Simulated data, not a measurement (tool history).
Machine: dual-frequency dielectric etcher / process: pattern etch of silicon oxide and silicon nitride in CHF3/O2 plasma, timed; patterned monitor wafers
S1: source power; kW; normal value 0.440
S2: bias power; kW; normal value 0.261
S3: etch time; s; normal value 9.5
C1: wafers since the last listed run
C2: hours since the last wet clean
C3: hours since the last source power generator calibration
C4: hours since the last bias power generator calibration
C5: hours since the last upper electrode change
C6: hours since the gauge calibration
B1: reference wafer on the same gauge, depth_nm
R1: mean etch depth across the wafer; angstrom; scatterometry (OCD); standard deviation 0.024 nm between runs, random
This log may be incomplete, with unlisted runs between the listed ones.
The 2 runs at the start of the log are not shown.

run,hour,S1,S2,S3,C1,C2,C3,C4,C5,C6,B1,R1
3,34.2,0.440,0.261,12.0,225,289.0,3762.1,3140.6,3648.9,116.4,15.6,202.3
4,50.2,0.440,0.261,12.0,202,305.0,3778.1,3156.6,3664.9,132.4,15.6,202.4
5,56.8,0.370,0.261,9.5,83,311.6,3784.7,3163.2,3671.5,139.0,15.6,151.2
6,72.2,0.370,0.261,9.5,195,327.0,3800.1,3178.6,3686.9,154.4,15.6,150.4
7,78.4,0.370,0.261,9.5,78,333.2,3806.3,3184.8,3693.1,160.6,15.6,150.2
8,86.0,0.440,0.261,7.5,96,340.8,3813.9,3192.4,3700.7,168.2,15.6,126.1
9,101.5,0.440,0.313,11.0,196,356.3,3829.4,3207.9,3716.2,183.7,15.6,200.5
10,112.4,0.440,0.313,11.0,138,367.2,3840.3,3218.8,3727.1,194.6,15.6,200.6
11,119.1,0.440,0.313,11.0,84,373.9,3847.0,3225.5,3733.8,201.3,15.6,200.5
12,131.7,0.390,0.261,9.5,159,386.5,3859.6,3238.1,3746.4,213.9,15.6,152.8
13,143.0,0.390,0.261,9.5,143,397.8,3870.9,3249.4,3757.7,225.2,15.6,152.2
14,159.4,0.440,0.261,9.5,207,414.2,3887.3,3265.8,3774.1,241.6,15.6,158.8
15,168.9,0.440,0.261,9.5,120,423.7,3896.8,3275.3,3783.6,251.1,15.6,158.5
16,179.6,0.440,0.318,9.5,135,434.4,3907.5,3286.0,3794.3,261.8,15.6,173.3
# hour 186.3: bias power generator calibrated
# hour 212.2: source power generator calibrated
# hour 214.7: wet clean of the chamber
# hour 219.8: gauge calibrated
# hour 238.7: upper electrode replaced
17,239.2,0.440,0.261,9.5,318,24.5,27.0,52.9,0.5,19.4,15.6,162.3
18,239.5,0.540,0.326,8.5,3,24.8,27.3,53.2,0.8,19.7,15.6,172.4
19,239.8,0.470,0.239,8.0,3,25.1,27.6,53.5,1.1,20.0,15.6,134.4
20,240.1,0.400,0.261,12.0,3,25.4,27.9,53.8,1.4,20.3,15.6,198.3
21,240.5,0.440,0.211,9.5,5,25.8,28.3,54.2,1.8,20.7,15.6,147.5
22,245.3,0.400,0.288,8.0,60,30.6,33.1,59.0,6.6,25.5,15.6,138.4
23,251.6,0.350,0.261,12.0,79,36.9,39.4,65.3,12.9,31.8,15.6,189.8
24,268.6,0.440,0.261,9.5,215,53.9,56.4,82.3,29.9,48.8,15.6,162.4

Run 25, settings as shown, results not yet in. Your forecast:
25,279.9,0.550,0.261,9.5,143,65.2,67.7,93.6,41.2,60.1,?,?

Run 25 measured B1 15.6, R1 175.4 angstrom.
Minus the tool's unlogged condition, the same run would have read R1 176.4 angstrom.

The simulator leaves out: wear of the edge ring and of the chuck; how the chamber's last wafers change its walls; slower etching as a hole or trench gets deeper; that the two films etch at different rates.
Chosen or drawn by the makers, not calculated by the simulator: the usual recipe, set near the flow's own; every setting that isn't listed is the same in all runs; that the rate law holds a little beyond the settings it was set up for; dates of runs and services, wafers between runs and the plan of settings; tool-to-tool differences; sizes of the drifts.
